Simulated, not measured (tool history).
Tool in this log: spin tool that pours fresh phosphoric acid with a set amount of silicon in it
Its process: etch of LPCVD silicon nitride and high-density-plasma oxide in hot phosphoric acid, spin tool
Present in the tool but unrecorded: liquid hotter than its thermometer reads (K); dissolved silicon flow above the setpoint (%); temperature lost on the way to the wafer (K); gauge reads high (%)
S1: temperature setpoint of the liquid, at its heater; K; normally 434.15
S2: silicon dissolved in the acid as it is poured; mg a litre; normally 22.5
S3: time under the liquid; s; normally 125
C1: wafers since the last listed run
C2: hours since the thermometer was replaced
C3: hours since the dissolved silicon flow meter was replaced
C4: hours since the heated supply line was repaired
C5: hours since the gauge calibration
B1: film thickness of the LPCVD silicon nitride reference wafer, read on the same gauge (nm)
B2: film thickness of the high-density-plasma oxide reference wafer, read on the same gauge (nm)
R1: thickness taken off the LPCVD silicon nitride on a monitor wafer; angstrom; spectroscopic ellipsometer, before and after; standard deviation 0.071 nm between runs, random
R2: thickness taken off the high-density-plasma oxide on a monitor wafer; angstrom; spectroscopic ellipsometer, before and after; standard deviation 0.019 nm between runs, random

{"run": 1, "hour": 0.0, "S1": 436.15, "S2": 31.0, "S3": 160, "C1": 0, "C2": 87.9, "C3": 171.2, "C4": 1666.3, "C5": 1111.9, "B1": 139.99, "B2": 50.038, "R1": 154.5, "R2": 2.82}
{"run": 2, "hour": 20.5, "S1": 431.65, "S2": 35.5, "S3": 125, "C1": 200, "C2": 108.4, "C3": 191.7, "C4": 1686.8, "C5": 1132.4, "B1": 139.99, "B2": 49.998, "R1": 104.2, "R2": 1.29}
{"hour": 36.1, "done": "gauge calibrated"}
{"run": 3, "hour": 49.6, "S1": 436.15, "S2": 7.5, "S3": 125, "C1": 284, "C2": 137.5, "C3": 220.8, "C4": 1715.9, "C5": 13.5, "B1": 140.01, "B2": 49.954, "R1": 120.1, "R2": 4.45}
{"run": 4, "hour": 70.5, "S1": 432.15, "S2": 13.5, "S3": 125, "C1": 204, "C2": 158.4, "C3": 241.7, "C4": 1736.8, "C5": 34.4, "B1": 140.01, "B2": 49.954, "R1": 105.5, "R2": 2.72}
{"run": 5, "hour": 96.7, "S1": 434.15, "S2": 29.5, "S3": 125, "C1": 256, "C2": 184.6, "C3": 267.9, "C4": 1763.0, "C5": 60.6, "B1": 140.0, "B2": 50.005, "R1": 112.6, "R2": 1.86}
{"hour": 110.1, "done": "heated supply line repaired"}
{"run": 6, "hour": 115.4, "S1": 436.15, "S2": 37.5, "S3": 125, "C1": 173, "C2": 203.3, "C3": 286.6, "C4": 5.3, "C5": 79.3, "B1": 139.99, "B2": 50.026, "R1": 128.3, "R2": 1.72}
{"run": 7, "hour": 141.0, "S1": 431.15, "S2": 6.0, "S3": 60, "C1": 250, "C2": 228.9, "C3": 312.2, "C4": 30.9, "C5": 104.9, "B1": 139.99, "B2": 50.001, "R1": 51.6, "R2": 1.91}
{"run": 8, "hour": 160.0, "S1": 434.15, "S2": 22.5, "S3": 125, "C1": 186, "C2": 247.9, "C3": 331.2, "C4": 49.9, "C5": 123.9, "B1": 140.02, "B2": 49.983, "R1": 119.2, "R2": 2.74}
{"run": 9, "hour": 193.8, "S1": 431.15, "S2": 15.0, "S3": 85, "C1": 330, "C2": 281.7, "C3": 365.0, "C4": 83.7, "C5": 157.7, "B1": 139.99, "B2": 49.954, "R1": 73.0, "R2": 1.91}
{"run": 10, "hour": 227.8, "S1": 434.15, "S2": 22.5, "S3": 125, "C1": 332, "C2": 315.7, "C3": 399.0, "C4": 117.7, "C5": 191.7, "B1": 139.96, "B2": 50.009, "R1": 118.0, "R2": 2.78}
{"run": 11, "hour": 263.6, "S1": 434.15, "S2": 22.5, "S3": 125, "C1": 350, "C2": 351.5, "C3": 434.8, "C4": 153.5, "C5": 227.5, "B1": 139.97, "B2": 50.047, "R1": 119.4, "R2": 2.5}
{"run": 12, "hour": 282.8, "S1": 436.15, "S2": 18.0, "S3": 80, "C1": 187, "C2": 370.7, "C3": 454.0, "C4": 172.7, "C5": 246.7, "B1": 140.0, "B2": 49.999, "R1": 81.1, "R2": 2.47}
{"run": 13, "hour": 306.8, "S1": 437.15, "S2": 34.5, "S3": 80, "C1": 234, "C2": 394.7, "C3": 478.0, "C4": 196.7, "C5": 270.7, "B1": 140.02, "B2": 49.964, "R1": 83.5, "R2": 1.45}
{"run": 14, "hour": 331.0, "S1": 431.15, "S2": 8.5, "S3": 190, "C1": 236, "C2": 418.9, "C3": 502.2, "C4": 220.9, "C5": 294.9, "B1": 140.01, "B2": 49.992, "R1": 161.7, "R2": 4.95}
{"run": 15, "hour": 364.7, "S1": 434.15, "S2": 14.0, "S3": 185, "C1": 329, "C2": 452.6, "C3": 535.9, "C4": 254.6, "C5": 328.6, "B1": 139.97, "B2": 49.945, "R1": 175.2, "R2": 5.24}
{"run": 16, "hour": 384.5, "S1": 434.15, "S2": 22.5, "S3": 125, "C1": 193, "C2": 472.4, "C3": 555.7, "C4": 274.4, "C5": 348.4, "B1": 140.0, "B2": 49.953, "R1": 117.9, "R2": 2.66}
{"run": 17, "hour": 451.6, "S1": 436.65, "S2": 22.5, "S3": 55, "C1": 656, "C2": 539.5, "C3": 622.8, "C4": 341.5, "C5": 415.5, "B1": 140.01, "B2": 49.963, "R1": 56.4, "R2": 1.43}
{"run": 18, "hour": 474.8, "S1": 434.15, "S2": 22.5, "S3": 95, "C1": 227, "C2": 562.7, "C3": 646.0, "C4": 364.7, "C5": 438.7, "B1": 139.98, "B2": 49.966, "R1": 89.4, "R2": 2.21}
{"run": 19, "hour": 519.8, "S1": 436.15, "S2": 30.5, "S3": 90, "C1": 440, "C2": 607.7, "C3": 691.0, "C4": 409.7, "C5": 483.7, "B1": 140.02, "B2": 49.961, "R1": 91.2, "R2": 1.93}
{"run": 20, "hour": 554.5, "S1": 434.15, "S2": 22.5, "S3": 125, "C1": 339, "C2": 642.4, "C3": 725.7, "C4": 444.4, "C5": 518.4, "B1": 140.01, "B2": 49.99, "R1": 118.0, "R2": 3.04}

5 options for the next run, each taken on its own from the tool as it stands now. Forecast them:
{"run": "A", "hour": 555.0, "S1": 434.15, "S2": 22.5, "S3": 125, "C1": 4, "C2": 642.9, "C3": 726.2, "C4": 444.9, "C5": 518.9, "B1": "?", "B2": "?", "R1": "?", "R2": "?"}
{"run": "B", "hour": 555.0, "S1": 434.15, "S2": 12.0, "S3": 125, "C1": 4, "C2": 642.9, "C3": 726.2, "C4": 444.9, "C5": 518.9, "B1": "?", "B2": "?", "R1": "?", "R2": "?"}
{"run": "C", "hour": 555.0, "S1": 436.15, "S2": 8.5, "S3": 180, "C1": 4, "C2": 642.9, "C3": 726.2, "C4": 444.9, "C5": 518.9, "B1": "?", "B2": "?", "R1": "?", "R2": "?"}
{"run": "D", "hour": 555.0, "S1": 435.65, "S2": 38.0, "S3": 100, "C1": 4, "C2": 642.9, "C3": 726.2, "C4": 444.9, "C5": 518.9, "B1": "?", "B2": "?", "R1": "?", "R2": "?"}
{"run": "E", "hour": 555.0, "S1": 436.65, "S2": 22.5, "S3": 125, "C1": 4, "C2": 642.9, "C3": 726.2, "C4": 444.9, "C5": 518.9, "B1": "?", "B2": "?", "R1": "?", "R2": "?"}

run=A B1=139.99 B2=50.023 R1=116.2 R2=2.62
run=B B1=139.99 B2=50.023 R1=116.2 R2=3.46
run=C B1=139.99 B2=50.023 R1=178.8 R2=6.25
run=D B1=139.99 B2=50.023 R1=97.7 R2=1.22
run=E B1=139.99 B2=50.023 R1=126.3 R2=3.15
Without the tool's hidden state the same runs would have given:
run=A R1=117.6 R2=2.69
run=B R1=117.6 R2=3.56
run=C R1=181.0 R2=6.42
run=D R1=98.9 R2=1.26
run=E R1=127.8 R2=3.23
